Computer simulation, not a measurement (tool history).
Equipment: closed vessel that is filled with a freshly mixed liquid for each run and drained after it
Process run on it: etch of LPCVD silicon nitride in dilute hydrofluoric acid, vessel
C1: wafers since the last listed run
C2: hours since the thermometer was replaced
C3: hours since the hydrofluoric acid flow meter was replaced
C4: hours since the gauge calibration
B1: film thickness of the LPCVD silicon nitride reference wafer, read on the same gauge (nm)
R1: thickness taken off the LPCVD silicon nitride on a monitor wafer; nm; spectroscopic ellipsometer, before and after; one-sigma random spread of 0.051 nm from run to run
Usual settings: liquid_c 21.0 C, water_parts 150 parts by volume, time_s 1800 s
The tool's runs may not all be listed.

{"run": 1, "day": 0.0, "liquid_c": 21.0, "water_parts": 150, "time_s": 1800, "C1": 0, "C2": 43.3, "C3": 796.7, "C4": 474.6, "B1": 149.99, "R1": 5.24}
{"run": 2, "day": 2.079, "liquid_c": 21.0, "water_parts": 150, "time_s": 1800, "C1": 1789, "C2": 93.2, "C3": 846.6, "C4": 524.5, "B1": 150.03, "R1": 5.26}
{"run": 3, "day": 3.162, "liquid_c": 21.0, "water_parts": 150, "time_s": 1800, "C1": 932, "C2": 119.2, "C3": 872.6, "C4": 550.5, "B1": 150.03, "R1": 5.25}
{"run": 4, "day": 4.392, "liquid_c": 21.0, "water_parts": 150, "time_s": 1800, "C1": 1058, "C2": 148.7, "C3": 902.1, "C4": 580.0, "B1": 149.98, "R1": 5.22}
{"run": 5, "day": 5.112, "liquid_c": 21.0, "water_parts": 150, "time_s": 1800, "C1": 620, "C2": 166.0, "C3": 919.4, "C4": 597.3, "B1": 150.01, "R1": 5.14}
{"run": 6, "day": 5.821, "liquid_c": 21.0, "water_parts": 150, "time_s": 1800, "C1": 609, "C2": 183.0, "C3": 936.4, "C4": 614.3, "B1": 149.99, "R1": 5.17}
{"run": 7, "day": 6.867, "liquid_c": 21.0, "water_parts": 150, "time_s": 1465, "C1": 900, "C2": 208.1, "C3": 961.5, "C4": 639.4, "B1": 150.02, "R1": 4.27}
{"run": 8, "day": 8.296, "liquid_c": 19.5, "water_parts": 150, "time_s": 1800, "C1": 1230, "C2": 242.4, "C3": 995.8, "C4": 673.7, "B1": 150.01, "R1": 4.73}
{"run": 9, "day": 9.621, "liquid_c": 19.5, "water_parts": 150, "time_s": 1185, "C1": 1140, "C2": 274.2, "C3": 1027.6, "C4": 705.5, "B1": 149.97, "R1": 3.1}
{"run": 10, "day": 11.012, "liquid_c": 18.5, "water_parts": 190, "time_s": 2755, "C1": 1198, "C2": 307.6, "C3": 1061.0, "C4": 738.9, "B1": 150.0, "R1": 5.33}
{"run": 11, "day": 12.042, "liquid_c": 21.0, "water_parts": 150, "time_s": 2360, "C1": 885, "C2": 332.3, "C3": 1085.7, "C4": 763.6, "B1": 150.0, "R1": 6.6}
{"run": 12, "day": 13.262, "liquid_c": 18.0, "water_parts": 95, "time_s": 2140, "C1": 1050, "C2": 361.6, "C3": 1115.0, "C4": 792.9, "B1": 149.98, "R1": 7.79}
{"run": 13, "day": 14.696, "liquid_c": 21.0, "water_parts": 150, "time_s": 1800, "C1": 1233, "C2": 396.0, "C3": 1149.4, "C4": 827.3, "B1": 150.02, "R1": 5.14}
{"run": 14, "day": 15.229, "liquid_c": 21.0, "water_parts": 150, "time_s": 1800, "C1": 459, "C2": 408.8, "C3": 1162.2, "C4": 840.1, "B1": 149.96, "R1": 5.11}
{"day": 16.046, "done": "gauge calibrated"}
{"run": 15, "day": 16.367, "liquid_c": 21.0, "water_parts": 150, "time_s": 1800, "C1": 979, "C2": 436.1, "C3": 1189.5, "C4": 7.7, "B1": 149.99, "R1": 5.1}
{"day": 16.712, "done": "hydrofluoric acid flow meter replaced"}
{"run": 16, "day": 16.962, "liquid_c": 21.0, "water_parts": 150, "time_s": 1465, "C1": 477, "C2": 450.4, "C3": 6.0, "C4": 22.0, "B1": 150.05, "R1": 4.53}
{"run": 17, "day": 20.846, "liquid_c": 21.0, "water_parts": 150, "time_s": 1800, "C1": 3342, "C2": 543.6, "C3": 99.2, "C4": 115.2, "B1": 150.0, "R1": 5.53}
{"run": 18, "day": 21.492, "liquid_c": 21.0, "water_parts": 100, "time_s": 2380, "C1": 555, "C2": 559.1, "C3": 114.7, "C4": 130.7, "B1": 150.01, "R1": 10.97}
{"run": 19, "day": 22.954, "liquid_c": 17.0, "water_parts": 220, "time_s": 1040, "C1": 1258, "C2": 594.2, "C3": 149.8, "C4": 165.8, "B1": 149.98, "R1": 1.69}
{"run": 20, "day": 23.779, "liquid_c": 17.0, "water_parts": 105, "time_s": 1800, "C1": 710, "C2": 614.0, "C3": 169.6, "C4": 185.6, "B1": 150.01, "R1": 5.9}
{"run": 21, "day": 24.771, "liquid_c": 21.0, "water_parts": 150, "time_s": 1455, "C1": 853, "C2": 637.8, "C3": 193.4, "C4": 209.4, "B1": 150.03, "R1": 4.53}
{"run": 22, "day": 25.454, "liquid_c": 24.5, "water_parts": 170, "time_s": 1405, "C1": 588, "C2": 654.2, "C3": 209.8, "C4": 225.8, "B1": 150.01, "R1": 4.84}
{"run": 23, "day": 26.867, "liquid_c": 24.0, "water_parts": 180, "time_s": 2190, "C1": 1215, "C2": 688.1, "C3": 243.7, "C4": 259.7, "B1": 150.0, "R1": 6.85}
{"run": 24, "day": 28.138, "liquid_c": 21.0, "water_parts": 150, "time_s": 1800, "C1": 1093, "C2": 718.6, "C3": 274.2, "C4": 290.2, "B1": 150.01, "R1": 5.49}
{"run": 25, "day": 29.375, "liquid_c": 21.0, "water_parts": 150, "time_s": 1800, "C1": 1065, "C2": 748.3, "C3": 303.9, "C4": 319.9, "B1": 150.03, "R1": 5.51}
{"run": 26, "day": 30.392, "liquid_c": 19.0, "water_parts": 80, "time_s": 1800, "C1": 875, "C2": 772.7, "C3": 328.3, "C4": 344.3, "B1": 150.02, "R1": 8.8}
{"run": 27, "day": 31.733, "liquid_c": 21.0, "water_parts": 150, "time_s": 1800, "C1": 1154, "C2": 804.9, "C3": 360.5, "C4": 376.5, "B1": 150.03, "R1": 5.36}
{"run": 28, "day": 32.604, "liquid_c": 21.0, "water_parts": 150, "time_s": 2610, "C1": 749, "C2": 825.8, "C3": 381.4, "C4": 397.4, "B1": 149.97, "R1": 7.87}
{"run": 29, "day": 33.7, "liquid_c": 21.0, "water_parts": 150, "time_s": 2170, "C1": 943, "C2": 852.1, "C3": 407.7, "C4": 423.7, "B1": 149.96, "R1": 6.5}
{"run": 30, "day": 34.688, "liquid_c": 21.0, "water_parts": 210, "time_s": 2865, "C1": 850, "C2": 875.8, "C3": 431.4, "C4": 447.4, "B1": 150.01, "R1": 6.29}
{"run": 31, "day": 35.7, "liquid_c": 25.5, "water_parts": 120, "time_s": 2695, "C1": 871, "C2": 900.1, "C3": 455.7, "C4": 471.7, "B1": 150.0, "R1": 13.65}

Below, some changes in R1 between adjacent runs. For each, the amount present without the hidden state too (settings, incoming material, random variation) and the amount remaining for the hidden state with gauge scatter not shared by both compared results:
What the log doesn't record here: liquid colder than its thermometer reads (K); hydrofluoric acid flow below the setpoint (%); gauge reads high (%).
Run 12 -> 13: liquid_c 18.0 -> 21.0, water_parts 95 -> 150, time_s 2140 -> 1800. R1 -2.65 nm: hidden state +0.25, all else -2.90.
Run 15 -> 16: time_s 1800 -> 1465, hydrofluoric acid flow meter replaced. R1 -0.57 nm: hidden state +0.51, all else -1.08.
Run 17 -> 18: water_parts 150 -> 100, time_s 1800 -> 2380. R1 +5.44 nm: hidden state -0.09, all else +5.53.
Run 18 -> 19: liquid_c 21.0 -> 17.0, water_parts 100 -> 220, time_s 2380 -> 1040. R1 -9.28 nm: hidden state +0.15, all else -9.43.
Run 30 -> 31: liquid_c 21.0 -> 25.5, water_parts 210 -> 120, time_s 2865 -> 2695. R1 +7.36 nm: hidden state -0.35, all else +7.71.
